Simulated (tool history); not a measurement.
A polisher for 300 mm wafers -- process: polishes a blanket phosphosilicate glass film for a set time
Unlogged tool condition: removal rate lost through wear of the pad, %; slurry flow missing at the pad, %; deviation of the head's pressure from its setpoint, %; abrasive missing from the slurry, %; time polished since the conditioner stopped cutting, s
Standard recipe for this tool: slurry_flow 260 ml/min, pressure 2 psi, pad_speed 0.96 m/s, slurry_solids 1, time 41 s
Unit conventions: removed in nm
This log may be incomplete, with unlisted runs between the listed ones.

run    hour  slurry_flow  pressure  pad_speed  slurry_solids  time  wafers since the last listed run  wafers polished on this pad  hours since the slurry nozzle was cleaned  hours since the head pressure was calibrated  hours since the slurry blender was calibrated  hours since the conditioning disc was replaced  incoming thickness of the incoming film, nm  removed
  1       0          260         2       0.96              1    41                                 0                         3075                                      604.1                                         116.9                                           52.6                                           225.5                                         4587    205.3
  2    34.9          260         2       0.84            1.3    41                               324                         3399                                        639                                         151.8                                           87.5                                           260.4                                       4513.2    211.1
  3    64.9          260         2       0.96              1    41                               279                         3678                                        669                                         181.8                                          117.5                                           290.4                                       4655.2    210.7
  4   121.1          175         2       0.64           1.25    54                               522                         4201                                      725.2                                           238                                          173.7                                           346.6                                       4519.8    218.9
      128.7  -- slurry nozzle cleaned
  5   158.7          260         2       0.96              1    41                               340                         4541                                         30                                         275.6                                          211.3                                           384.2                                       4588.6    212.4
      177.2  -- conditioning disc replaced and pad reconditioned
      177.6  -- worn pad replaced by a new one
  6   187.8          310       2.7       1.08            1.1    41                               248                           94                                       59.1                                         304.7                                          240.4                                            10.6                                       4525.2    312.7
  7   214.1          225         2       0.96              1    41                               244                          339                                       85.4                                           331                                          266.7                                            36.9                                       4625.7    206.9
  8     248          260       1.6       0.96           0.85    41                               315                          654                                      119.3                                         364.9                                          300.6                                            70.8                                       4632.7    166.1
  9     276          260         2       0.96            1.1    48                               260                          915                                      147.3                                         392.9                                          328.6                                            98.8                                         4593      258
 10   329.5          260         2       0.96              1    41                               497                         1412                                      200.8                                         446.4                                          382.1                                           152.3                                       4608.9      208
      350.8  -- slurry blender recalibrated
 11   365.9          205         2       0.96              1    37                               319                         1732                                      237.2                                         482.8                                           15.1                                           188.7                                       4586.1    183.4
 12   426.4          305         2       0.96              1    41                               562                         2295                                      297.7                                         543.3                                           75.6                                           249.2                                       4659.6      213
 13   470.1          210         2        1.3              1    41                               406                         2701                                      341.4                                           587                                          119.3                                           292.9                                       4598.4    254.4
 14   527.7          260         2        0.7              1    29                               535                         3237                                        399                                         644.6                                          176.9                                           350.5                                         4651    121.6
 15   560.8          260       2.3       1.24              1    41                               307                         3545                                      432.1                                         677.7                                            210                                           383.6                                       4580.3    282.1
 16   616.3          260       1.6       0.96              1    41                               516                         4061                                      487.6                                         733.2                                          265.5                                           439.1                                         4642    172.1
      639.3  -- conditioning disc replaced and pad reconditioned
 17   653.1          260       1.5       1.22              1    41                               323                         4385                                      524.4                                           770                                          302.3                                            13.8                                       4577.8    195.5
      667.2  -- worn pad replaced by a new one
      689.2  -- slurry nozzle cleaned
 18   722.3          230         2       0.96              1    29                               597                          503                                       33.1                                         839.2                                          371.5                                              83                                       4608.2    146.9
 19   779.5          260         2       0.96              1    41                               531                         1035                                       90.3                                         896.4                                          428.7                                           140.2                                       4597.2    210.4
      810.2  -- slurry blender recalibrated
 20     821          260       2.4       1.08              1    37                               367                         1402                                      131.8                                         937.9                                           10.8                                           181.7                                       4626.9    238.6
 21   849.4          260         2       0.64              1    41                               264                         1666                                      160.2                                         966.3                                           39.2                                           210.1                                       4585.7    159.3
 22   908.4          260         2       0.96              1    41                               548                         2215                                      219.2                                        1025.3                                           98.2                                           269.1                                       4614.2    206.7
 23   975.4          260         2       0.96              1    41                               623                         2838                                      286.2                                        1092.3                                          165.2                                           336.1                                       4637.1    212.9
 24  1010.6          260       2.3       1.14            0.7    49                               327                         3166                                      321.4                                        1127.5                                          200.4                                           371.3                                       4689.8    279.3
 25  1045.7          305         2       1.24              1    32                               326                         3492                                      356.5                                        1162.6                                          235.5                                           406.4                                       4574.5    198.2

Run-by-run hidden state of the tool:
removal rate lost through wear of the pad, %: 0, the same for each run
slurry flow missing at the pad, %: 0, the same for each run
deviation of the head's pressure from its setpoint, %: 0, the same for each run
abrasive missing from the slurry, %: 0, the same for each run
time polished since the conditioner stopped cutting, s: 0, the same for each run
